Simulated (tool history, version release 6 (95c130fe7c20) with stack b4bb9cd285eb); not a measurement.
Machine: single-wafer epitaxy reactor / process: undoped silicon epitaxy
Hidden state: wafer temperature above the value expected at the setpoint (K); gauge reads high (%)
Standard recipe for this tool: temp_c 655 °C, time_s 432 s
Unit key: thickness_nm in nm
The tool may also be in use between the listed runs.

run,hour,temp_c,time_s,wafers since the last listed run,hours since the last pyrometer calibration,hours since the gauge calibration,"read-back reference wafer on the same gauge, thickness_nm",thickness_nm
1,0,655,466,0,1162.4,687.1,76.93,90.256
# hour 70.7: pyrometer calibrated
2,76.1,655,466,208,5.4,763.2,77.119,88.83
3,151.8,665,388,231,81.1,838.9,77.239,90.006
4,205.8,655,432,165,135.1,892.9,77.199,82.616
5,261.1,655,432,169,190.4,948.2,77.259,83.16
6,329.1,655,432,208,258.4,1016.2,77.259,82.144
7,370.7,655,432,127,300,1057.8,77.011,83.185
8,454.7,655,432,257,384,1141.8,77.225,83.379
9,517.8,655,432,193,447.1,1204.9,77.173,82.794
10,610.1,655,432,282,539.4,1297.2,77.189,82.933
11,676.9,655,432,204,606.2,1364,77.27,82.388
# hour 736.3: gauge calibrated
12,767.8,655,432,278,697.1,31.5,77.135,82.625
13,810.7,642,410,131,740,74.4,77.228,60.983
14,865.7,641,461,168,795,129.4,77.007,65.592
15,928.6,664,432,192,857.9,192.3,77.036,98.775
16,993.3,646,462,198,922.6,257,77.083,74.569
17,1068.2,665,364,229,997.5,331.9,77.236,84.283
18,1121.1,646,385,162,1050.4,384.8,77.251,61.57
# hour 1135.1: pyrometer calibrated
19,1206.3,662,360,236,71.2,470,77.151,78.74
20,1256,655,432,152,120.9,519.7,77.305,82.952

What does the tool deliver on the next run?
21,1319.2,640,388,193,184.1,582.9,?,?

{"run 21": {"read-back reference wafer on the same gauge, thickness_nm": 77.208, "thickness_nm": 54.547}}
Had the tool carried no hidden state, the very same run would have given thickness_nm 54.547 nm.
